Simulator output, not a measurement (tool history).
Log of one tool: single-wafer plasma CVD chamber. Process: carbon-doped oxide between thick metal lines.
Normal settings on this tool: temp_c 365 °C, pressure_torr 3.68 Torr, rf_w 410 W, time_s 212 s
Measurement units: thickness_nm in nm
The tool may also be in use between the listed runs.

run     day  temp_c  pressure_torr  rf_w  time_s  wafers since the last listed run  hours since the last thermocouple change  hours since the last RF generator calibration  hours since the last manometer calibration  hours since the showerhead was replaced  hours since the gauge calibration  read-back reference wafer on the same gauge, thickness_nm  thickness_nm
  1   0.000     354           3.68   410     212                                 0                                     485.2                                          723.9                                      1927.9                                   6085.2                              298.8                                                    727.157       921.548
  2   1.654     365           3.68   450     212                               401                                     524.9                                          763.6                                      1967.6                                   6124.9                              338.5                                                    726.130       959.912
  3   7.242     365           3.68   410     232                              1356                                     659.0                                          897.7                                      2101.7                                   6259.0                              472.6                                                    722.862       974.233
  4   8.758     365           3.68   410     232                               368                                     695.4                                          934.1                                      2138.1                                   6295.4                              509.0                                                    722.282       978.427
  5  11.617     365           3.68   410     232                               693                                     764.0                                         1002.7                                      2206.7                                   6364.0                              577.6                                                    721.317       969.512
  6  12.738     365           3.43   410     212                               272                                     790.9                                         1029.6                                      2233.6                                   6390.9                              604.5                                                    722.399       885.791
  7  14.075     365           3.68   410     212                               324                                     823.0                                         1061.7                                      2265.7                                   6423.0                              636.6                                                    720.517       888.752
  8  16.212     365           3.68   410     212                               518                                     874.3                                         1113.0                                      2317.0                                   6474.3                              687.9                                                    720.535       884.467
  9  17.417     365           3.68   410     212                               292                                     903.2                                         1141.9                                      2345.9                                   6503.2                              716.8                                                    719.397       882.129
     18.467  -- showerhead replaced
 10  20.012     365           3.68   410     212                               549                                     965.5                                         1204.2                                      2408.2                                     37.1                              779.1                                                    719.663       881.675
 11  21.683     365           3.68   410     212                               405                                    1005.6                                         1244.3                                      2448.3                                     77.2                              819.2                                                    719.115       885.792
     23.025  -- capacitance manometer re-zeroed and calibrated
 12  23.046     365           3.68   410     212                               249                                    1038.3                                         1277.0                                         0.5                                    109.9                              851.9                                                    719.259       885.053
 13  24.271     365           3.68   410     212                               297                                    1067.7                                         1306.4                                        29.9                                    139.3                              881.3                                                    719.509       888.864
 14  26.558     374           3.68   410     212                               555                                    1122.6                                         1361.3                                        84.8                                    194.2                              936.2                                                    719.550       871.052
 15  28.396     352           3.35   445     233                               446                                    1166.7                                         1405.4                                       128.9                                    238.3                              980.3                                                    718.431      1050.851
     30.979  -- thermocouple changed; heater temperature recalibrated
 16  31.000     351           4.46   350     233                               551                                       0.5                                         1467.9                                       191.4                                    300.8                             1042.8                                                    719.376       915.462
 17  32.042     377           4.33   385     178                               252                                      25.5                                         1492.9                                       216.4                                    325.8                             1067.8                                                    718.570       708.647
 18  33.108     365           3.68   410     212                               258                                      51.1                                         1518.5                                       242.0                                    351.4                             1093.4                                                    717.828       890.911
 19  34.467     365           3.68   410     232                               329                                      83.7                                         1551.1                                       274.6                                    384.0                             1126.0                                                    717.403       971.467
 20  35.517     365           3.68   440     212                               254                                     108.9                                         1576.3                                       299.8                                    409.2                             1151.2                                                    718.804       929.884
     37.146  -- gauge calibrated
 21  37.508     361           3.68   410     230                               483                                     156.7                                         1624.1                                       347.6                                    457.0                                8.7                                                    738.087       994.919
 22  39.817     365           3.68   410     212                               560                                     212.1                                         1679.5                                       403.0                                    512.4                               64.1                                                    734.990       909.782
 23  42.175     365           2.77   410     201                               572                                     268.7                                         1736.1                                       459.6                                    569.0                              120.7                                                    732.200       830.135
     43.196  -- RF generator calibrated
 24  44.771     365           3.68   410     212                               549                                     331.0                                           37.8                                       521.9                                    631.3                              183.0                                                    730.400       900.903
 25  53.542     371           4.15   455     181                              2129                                     541.5                                          248.3                                       732.4                                    841.8                              393.5                                                    725.945       828.097
 26  56.121     354           4.30   410     212                               626                                     603.4                                          310.2                                       794.3                                    903.7                              455.4                                                    724.989       934.712
 27  57.475     357           3.21   335     212                               328                                     635.9                                          342.7                                       826.8                                    936.2                              487.9                                                    723.146       771.583

Forecast each of these 5 alternatives for the next run:
  A  57.496     360           3.68   410     212                                 5                                     636.4                                          343.2                                       827.3                                    936.7                              488.4                                                          ?             ?
  B  57.496     365           4.27   450     212                                 5                                     636.4                                          343.2                                       827.3                                    936.7                              488.4                                                          ?             ?
  C  57.496     365           3.68   410     185                                 5                                     636.4                                          343.2                                       827.3                                    936.7                              488.4                                                          ?             ?
  D  57.496     379           3.16   365     252                                 5                                     636.4                                          343.2                                       827.3                                    936.7                              488.4                                                          ?             ?
  E  57.496     376           3.95   360     212                                 5                                     636.4                                          343.2                                       827.3                                    936.7                              488.4                                                          ?             ?

run  read-back reference wafer on the same gauge, thickness_nm  thickness_nm
  A                                                    723.750       902.033
  B                                                    723.750       972.933
  C                                                    723.750       778.601
  D                                                    723.750       927.611
  E                                                    723.750       796.385
Had the tool no hidden state, the same runs would have come out as:
run  thickness_nm
  A       919.686
  B       991.974
  C       793.838
  D       945.765
  E       811.971

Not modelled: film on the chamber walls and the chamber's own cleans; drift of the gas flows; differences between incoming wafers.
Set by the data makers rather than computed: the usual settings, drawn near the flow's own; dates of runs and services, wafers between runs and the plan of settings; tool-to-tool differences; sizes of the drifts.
